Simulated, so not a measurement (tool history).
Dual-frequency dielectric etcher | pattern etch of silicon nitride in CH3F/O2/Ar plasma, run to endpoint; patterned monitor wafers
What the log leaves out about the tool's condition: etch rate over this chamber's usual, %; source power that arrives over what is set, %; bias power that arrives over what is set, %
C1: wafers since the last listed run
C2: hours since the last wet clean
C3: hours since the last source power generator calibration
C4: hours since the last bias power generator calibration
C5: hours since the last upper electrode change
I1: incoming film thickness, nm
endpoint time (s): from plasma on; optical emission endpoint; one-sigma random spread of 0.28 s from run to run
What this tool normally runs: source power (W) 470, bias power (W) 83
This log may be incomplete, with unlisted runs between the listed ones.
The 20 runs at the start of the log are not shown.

{"run": 21, "hour": 1459.9, "source power (W)": 570, "bias power (W)": 83, "C1": 1119, "C2": 206.1, "C3": 1187.2, "C4": 3804.6, "C5": 363.3, "I1": 53.5, "endpoint time (s)": 61.8}
{"run": 22, "hour": 1528.6, "source power (W)": 470, "bias power (W)": 83, "C1": 908, "C2": 274.8, "C3": 1255.9, "C4": 3873.3, "C5": 432, "I1": 53.4, "endpoint time (s)": 65.4}
{"run": 23, "hour": 1607.9, "source power (W)": 470, "bias power (W)": 83, "C1": 1049, "C2": 354.1, "C3": 1335.2, "C4": 3952.6, "C5": 511.3, "I1": 53.4, "endpoint time (s)": 64.8}
{"run": 24, "hour": 1709.8, "source power (W)": 470, "bias power (W)": 83, "C1": 1348, "C2": 456, "C3": 1437.1, "C4": 4054.5, "C5": 613.2, "I1": 53.1, "endpoint time (s)": 64.9}
{"hour": 1812.8, "done": "source power generator calibrated"}
{"hour": 1865.2, "done": "bias power generator calibrated"}
{"hour": 1872.4, "done": "wet clean of the chamber"}
{"run": 25, "hour": 1930.0, "source power (W)": 520, "bias power (W)": 70, "C1": 2711, "C2": 57.6, "C3": 117.2, "C4": 64.8, "C5": 833.4, "I1": 53.6, "endpoint time (s)": 69.2}
{"run": 26, "hour": 1967.5, "source power (W)": 470, "bias power (W)": 83, "C1": 496, "C2": 95.1, "C3": 154.7, "C4": 102.3, "C5": 870.9, "I1": 53.4, "endpoint time (s)": 65.1}
{"run": 27, "hour": 2029.5, "source power (W)": 470, "bias power (W)": 76, "C1": 820, "C2": 157.1, "C3": 216.7, "C4": 164.3, "C5": 932.9, "I1": 53.8, "endpoint time (s)": 69}
{"run": 28, "hour": 2114.2, "source power (W)": 380, "bias power (W)": 99, "C1": 1120, "C2": 241.8, "C3": 301.4, "C4": 249, "C5": 1017.6, "I1": 53.9, "endpoint time (s)": 64.3}
{"run": 29, "hour": 2201.0, "source power (W)": 400, "bias power (W)": 83, "C1": 1148, "C2": 328.6, "C3": 388.2, "C4": 335.8, "C5": 1104.4, "I1": 53.3, "endpoint time (s)": 68.6}
{"run": 30, "hour": 2289.7, "source power (W)": 540, "bias power (W)": 83, "C1": 1173, "C2": 417.3, "C3": 476.9, "C4": 424.5, "C5": 1193.1, "I1": 53.4, "endpoint time (s)": 62.5}
{"run": 31, "hour": 2352.5, "source power (W)": 370, "bias power (W)": 92, "C1": 830, "C2": 480.1, "C3": 539.7, "C4": 487.3, "C5": 1255.9, "I1": 54.1, "endpoint time (s)": 67.5}

Forecast run 32:
{"run": 32, "hour": 2409.0, "source power (W)": 530, "bias power (W)": 101, "C1": 747, "C2": 536.6, "C3": 596.2, "C4": 543.8, "C5": 1312.4, "I1": 53.8, "endpoint time (s)": "?"}

{"run 32": {"endpoint time (s)": 58.1}}
Without the tool's hidden state the same run would have given endpoint time (s) 58.1.

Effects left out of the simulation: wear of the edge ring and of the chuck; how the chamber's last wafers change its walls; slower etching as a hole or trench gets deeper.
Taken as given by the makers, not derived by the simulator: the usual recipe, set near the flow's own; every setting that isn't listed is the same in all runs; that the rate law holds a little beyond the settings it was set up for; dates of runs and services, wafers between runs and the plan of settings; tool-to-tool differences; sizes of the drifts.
